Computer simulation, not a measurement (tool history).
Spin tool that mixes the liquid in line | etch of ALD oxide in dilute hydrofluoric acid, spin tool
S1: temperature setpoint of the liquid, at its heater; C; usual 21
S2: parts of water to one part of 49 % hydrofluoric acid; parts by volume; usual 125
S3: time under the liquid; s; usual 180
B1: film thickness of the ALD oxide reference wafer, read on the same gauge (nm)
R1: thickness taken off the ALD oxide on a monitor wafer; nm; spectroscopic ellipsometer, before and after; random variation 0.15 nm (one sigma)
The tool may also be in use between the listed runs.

run,hour,S1,S2,S3,B1,R1
1,0,21,125,180,100.03,43.3
2,19.5,21,125,180,99.99,43.29
3,37.7,21,125,180,100.03,43.29
4,54.1,20,125,180,99.97,41.73
5,67.9,23.5,125,180,100.01,47.73
6,93.3,23.5,125,180,100.03,47.94
7,122.8,21,95,180,100.03,59.58
8,154.1,21,125,180,99.97,43.82
9,173,21,125,180,100,43.85
10,189.1,21,125,180,100.02,43.76
# hour 203.9: gauge calibrated
11,224.4,21,125,180,100.02,43.96
12,259.5,17,170,90,100,13.16
13,292.4,21,125,180,100.03,44.16
14,328.1,17,180,180,99.98,24.65
# hour 346.3: hydrofluoric acid flow meter replaced
15,350.6,23.5,65,120,100.03,67.26
16,379.2,21,125,235,99.99,57.64
17,411.1,21,125,255,99.99,62.43
18,436.8,21,125,180,100.02,44.2
# hour 446.5: thermometer replaced
19,461.5,25.5,125,255,99.98,68.48
20,487.3,24,70,120,100.02,58.44
21,512.7,19,145,270,100.05,47.67
22,543.7,21,125,180,100.02,40.75
23,572.4,26,125,180,99.95,49.74

Forecast each of these 4 alternatives for the next run:
A,572.9,21,180,180,?,?
B,572.9,21,125,260,?,?
C,572.9,21,125,250,?,?
D,572.9,24,125,110,?,?

run,B1,R1
A,100.04,26.91
B,100.04,59.35
C,100.04,57.07
D,100.04,28.26
Without the tool's hidden state the same runs would have given:
run,R1
A,26.69
B,58.85
C,56.59
D,28.03

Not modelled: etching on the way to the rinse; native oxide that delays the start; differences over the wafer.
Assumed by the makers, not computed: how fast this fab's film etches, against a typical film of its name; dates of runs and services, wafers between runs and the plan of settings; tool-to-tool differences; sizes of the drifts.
